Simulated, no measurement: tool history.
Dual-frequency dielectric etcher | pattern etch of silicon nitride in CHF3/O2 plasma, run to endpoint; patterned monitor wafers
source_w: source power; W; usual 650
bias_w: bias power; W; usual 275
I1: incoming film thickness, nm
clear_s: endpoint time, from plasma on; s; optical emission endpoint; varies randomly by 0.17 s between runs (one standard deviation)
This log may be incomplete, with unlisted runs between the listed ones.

run 1 hour=0 | source_w=650 bias_w=275 | I1=72.9 | clear_s=39.7
run 2 hour=27.6 | source_w=610 bias_w=315 | I1=74 | clear_s=39.1
run 3 hour=62.5 | source_w=650 bias_w=275 | I1=73.4 | clear_s=39.7
run 4 hour=86.2 | source_w=650 bias_w=275 | I1=73.6 | clear_s=40.3
run 5 hour=104.7 | source_w=750 bias_w=275 | I1=73.4 | clear_s=38.2
run 6 hour=133.1 | source_w=750 bias_w=275 | I1=73.4 | clear_s=38.4
run 7 hour=162.8 | source_w=750 bias_w=275 | I1=74.1 | clear_s=39.2
-- hour=183 source power generator calibrated
run 8 hour=193.3 | source_w=650 bias_w=275 | I1=73.7 | clear_s=40.6
run 9 hour=217 | source_w=650 bias_w=275 | I1=72.8 | clear_s=40.3
-- hour=250.7 wet clean of the chamber
-- hour=261.3 upper electrode replaced, of another model than before
run 10 hour=261.8 | source_w=700 bias_w=275 | I1=73.3 | clear_s=37.7
-- hour=267.2 bias power generator calibrated
run 11 hour=267.7 | source_w=580 bias_w=295 | I1=73.4 | clear_s=38.9
run 12 hour=286.9 | source_w=560 bias_w=241 | I1=74 | clear_s=41.5
run 13 hour=310.2 | source_w=650 bias_w=293 | I1=73.6 | clear_s=38.1
run 14 hour=334 | source_w=650 bias_w=275 | I1=73.7 | clear_s=38.9
run 15 hour=351.8 | source_w=730 bias_w=246 | I1=73.8 | clear_s=39.3
run 16 hour=366.5 | source_w=740 bias_w=295 | I1=73 | clear_s=37.2
run 17 hour=393.1 | source_w=600 bias_w=331 | I1=73.1 | clear_s=37.8
run 18 hour=408.8 | source_w=510 bias_w=253 | I1=73.9 | clear_s=41.9
run 19 hour=430.4 | source_w=650 bias_w=248 | I1=73.7 | clear_s=40.7
run 20 hour=461.4 | source_w=650 bias_w=275 | I1=73.6 | clear_s=39.5
run 21 hour=490.5 | source_w=700 bias_w=325 | I1=73.5 | clear_s=37.4

Below are 4 alternative next runs, each starting from the tool's condition after run 21. Predict each:
run A hour=490.9 | source_w=730 bias_w=275 | I1=73.2 | clear_s=?
run B hour=490.9 | source_w=770 bias_w=326 | I1=73.2 | clear_s=?
run C hour=490.9 | source_w=650 bias_w=236 | I1=73.2 | clear_s=?
run D hour=490.9 | source_w=790 bias_w=330 | I1=73.2 | clear_s=?

run=A clear_s=38.2
run=B clear_s=36.1
run=C clear_s=40.7
run=D clear_s=35.8
Take away the tool's hidden state, keep each run's random variation, and the runs would have read:
run=A clear_s=37.2
run=B clear_s=35.2
run=C clear_s=39.6
run=D clear_s=34.9

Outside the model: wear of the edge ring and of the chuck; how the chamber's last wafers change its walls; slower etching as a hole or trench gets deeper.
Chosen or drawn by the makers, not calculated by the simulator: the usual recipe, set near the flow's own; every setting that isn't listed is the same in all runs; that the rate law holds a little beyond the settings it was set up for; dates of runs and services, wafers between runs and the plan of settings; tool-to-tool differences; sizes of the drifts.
